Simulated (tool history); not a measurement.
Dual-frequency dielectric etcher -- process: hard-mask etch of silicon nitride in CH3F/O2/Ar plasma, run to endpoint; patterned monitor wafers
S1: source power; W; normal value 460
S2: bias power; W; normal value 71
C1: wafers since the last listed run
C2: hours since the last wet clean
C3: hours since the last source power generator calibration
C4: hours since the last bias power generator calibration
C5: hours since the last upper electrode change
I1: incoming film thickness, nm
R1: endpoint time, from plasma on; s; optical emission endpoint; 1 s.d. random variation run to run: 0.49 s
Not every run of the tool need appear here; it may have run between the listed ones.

run,hour,S1,S2,C1,C2,C3,C4,C5,I1,R1
1,0.0,460,71,0,474.1,2429.9,3430.3,1578.6,42.52,62.9
2,86.8,460,71,824,560.9,2516.7,3517.1,1665.4,41.90,62.3
3,193.3,460,71,1011,667.4,2623.2,3623.6,1771.9,41.78,62.8
# hour 248.2: wet clean of the chamber
4,388.2,460,71,1623,140.0,2818.1,3818.5,1966.8,41.86,59.8
5,438.0,460,71,473,189.8,2867.9,3868.3,2016.6,41.75,59.6
6,484.4,460,71,440,236.2,2914.3,3914.7,2063.0,41.62,60.1
7,527.0,460,71,404,278.8,2956.9,3957.3,2105.6,41.88,60.8
8,572.6,460,71,433,324.4,3002.5,4002.9,2151.2,42.12,61.2
9,659.4,460,71,824,411.2,3089.3,4089.7,2238.0,42.02,61.9
10,718.1,460,71,557,469.9,3148.0,4148.4,2296.7,41.75,61.8
# hour 788.5: source power generator calibrated
# hour 821.4: bias power generator calibrated
11,838.0,520,71,1063,589.8,49.5,16.6,2416.6,41.80,59.1
12,895.0,540,86,541,646.8,106.5,73.6,2473.6,41.71,52.6
# hour 945.9: wet clean of the chamber
13,948.3,460,71,278,2.4,159.8,126.9,2526.9,42.21,61.1
14,1038.4,580,77,855,92.5,249.9,217.0,2617.0,41.95,53.2
15,1146.2,460,64,1024,200.3,357.7,324.8,2724.8,41.57,64.4
16,1223.0,380,89,729,277.1,434.5,401.6,2801.6,41.90,59.8
17,1291.2,530,53,647,345.3,502.7,469.8,2869.8,41.87,67.0
18,1353.4,540,58,590,407.5,564.9,532.0,2932.0,42.15,64.4
19,1460.3,460,71,1015,514.4,671.8,638.9,3038.9,42.20,63.5
20,1539.8,580,84,755,593.9,751.3,718.4,3118.4,42.40,53.1
# hour 1629.2: upper electrode replaced
21,1643.1,460,71,753,697.2,854.6,821.7,13.9,41.71,63.0
# hour 1740.3: wet clean of the chamber
22,1740.8,340,63,700,0.5,952.3,919.4,111.6,42.22,74.1
23,1782.1,360,54,392,41.8,993.6,960.7,152.9,41.93,77.3
24,1837.9,420,64,530,97.6,1049.4,1016.5,208.7,41.91,65.4
25,2134.1,460,71,2814,393.8,1345.6,1312.7,504.9,41.94,61.7
26,2189.4,550,56,525,449.1,1400.9,1368.0,560.2,41.56,63.0
27,2241.6,420,80,495,501.3,1453.1,1420.2,612.4,42.50,62.4
28,2302.0,570,84,573,561.7,1513.5,1480.6,672.8,42.16,51.6
29,2401.6,360,71,946,661.3,1613.1,1580.2,772.4,42.12,71.3
30,2571.0,380,64,1609,830.7,1782.5,1749.6,941.8,41.53,72.3
# hour 2651.3: wet clean of the chamber
31,2651.8,460,71,539,0.5,1863.3,1830.4,1022.6,42.03,59.6
32,2706.3,520,60,517,55.0,1917.8,1884.9,1077.1,42.10,62.0
33,2793.0,550,77,823,141.7,2004.5,1971.6,1163.8,42.05,53.2
34,2834.1,510,76,390,182.8,2045.6,2012.7,1204.9,42.04,56.0
35,2914.3,460,57,761,263.0,2125.8,2092.9,1285.1,41.86,67.7

4 options for the next run, each taken on its own from the tool as it stands now. Forecast them:
A,2914.7,580,71,3,263.4,2126.2,2093.3,1285.5,41.65,?
B,2914.7,460,84,3,263.4,2126.2,2093.3,1285.5,41.65,?
C,2914.7,380,66,3,263.4,2126.2,2093.3,1285.5,41.65,?
D,2914.7,420,88,3,263.4,2126.2,2093.3,1285.5,41.65,?

run,R1
A,54.1
B,55.5
C,68.7
D,56.6
Take away the tool's hidden state, keep each run's random variation, and the runs would have read:
run,R1
A,53.6
B,55.0
C,68.1
D,56.1

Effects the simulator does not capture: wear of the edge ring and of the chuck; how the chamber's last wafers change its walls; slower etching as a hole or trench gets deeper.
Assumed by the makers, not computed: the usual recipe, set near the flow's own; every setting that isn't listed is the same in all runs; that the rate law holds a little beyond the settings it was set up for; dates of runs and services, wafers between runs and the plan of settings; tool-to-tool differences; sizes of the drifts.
